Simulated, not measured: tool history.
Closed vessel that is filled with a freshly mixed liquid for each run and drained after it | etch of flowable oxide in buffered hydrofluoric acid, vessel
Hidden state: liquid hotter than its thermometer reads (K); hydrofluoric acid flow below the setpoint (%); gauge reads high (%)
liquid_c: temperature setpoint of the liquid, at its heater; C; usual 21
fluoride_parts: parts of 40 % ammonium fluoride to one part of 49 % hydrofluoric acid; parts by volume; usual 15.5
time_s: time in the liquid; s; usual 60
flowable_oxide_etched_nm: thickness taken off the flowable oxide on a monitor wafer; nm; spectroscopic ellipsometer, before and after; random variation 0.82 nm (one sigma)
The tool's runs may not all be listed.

| run | day | liquid_c | fluoride_parts | time_s | wafers since the last listed run | hours since the thermometer was replaced | hours since the hydrofluoric acid flow meter was replaced | hours since the gauge calibration | read-back film thickness of the flowable oxide reference wafer, read on the same gauge (nm) | flowable_oxide_etched_nm |
|---|---|---|---|---|---|---|---|---|---|---|
| 1 | 0 | 21 | 15.5 | 60 | 0 | 598.3 | 171.2 | 131.1 | 59.99 | 147.16 |
| 2 | 8.829 | 24.5 | 15.5 | 60 | 26849 | 810.2 | 383.1 | 343 | 59.98 | 177.02 |
| 3 | 12.092 | 24.5 | 15.5 | 60 | 9921 | 888.5 | 461.4 | 421.3 | 60.03 | 176.2 |
| 4 | 15.3 | 21 | 15.5 | 60 | 9756 | 965.5 | 538.4 | 498.3 | 60.01 | 144.48 |
| 5 | 17.346 | 21 | 15.5 | 60 | 6221 | 1014.6 | 587.5 | 547.4 | 60.02 | 145.03 |
|  | 17.854 | thermometer replaced |
| 6 | 19.558 | 21 | 15.5 | 60 | 6601 | 40.9 | 640.6 | 600.5 | 60.01 | 134.09 |
| 7 | 22.025 | 21 | 15.5 | 60 | 7501 | 100.1 | 699.8 | 659.7 | 60 | 134.09 |
| 8 | 25.133 | 21 | 12 | 60 | 9452 | 174.7 | 774.4 | 734.3 | 60 | 172.61 |
|  | 26.712 | hydrofluoric acid flow meter replaced |
| 9 | 26.938 | 21 | 11.5 | 60 | 5359 | 218 | 5.4 | 777.6 | 60 | 191.99 |
| 10 | 28.883 | 21 | 11.5 | 80 | 5917 | 264.7 | 52.1 | 824.3 | 59.99 | 254.57 |
| 11 | 32.362 | 21 | 15.5 | 60 | 10580 | 348.2 | 135.6 | 907.8 | 60.01 | 143.4 |
| 12 | 34.779 | 21 | 19 | 45 | 7349 | 406.2 | 193.6 | 965.8 | 60 | 88.31 |

Forecast run 13:
| 13 | 38.054 | 18.5 | 15.5 | 75 | 9959 | 484.8 | 272.2 | 1044.4 | ? | ? |

Run 13 gave read-back film thickness of the flowable oxide reference wafer, read on the same gauge (nm) 60.03, flowable_oxide_etched_nm 155.35 nm.
Without the tool's hidden state the same run would have given flowable_oxide_etched_nm 154.32 nm.

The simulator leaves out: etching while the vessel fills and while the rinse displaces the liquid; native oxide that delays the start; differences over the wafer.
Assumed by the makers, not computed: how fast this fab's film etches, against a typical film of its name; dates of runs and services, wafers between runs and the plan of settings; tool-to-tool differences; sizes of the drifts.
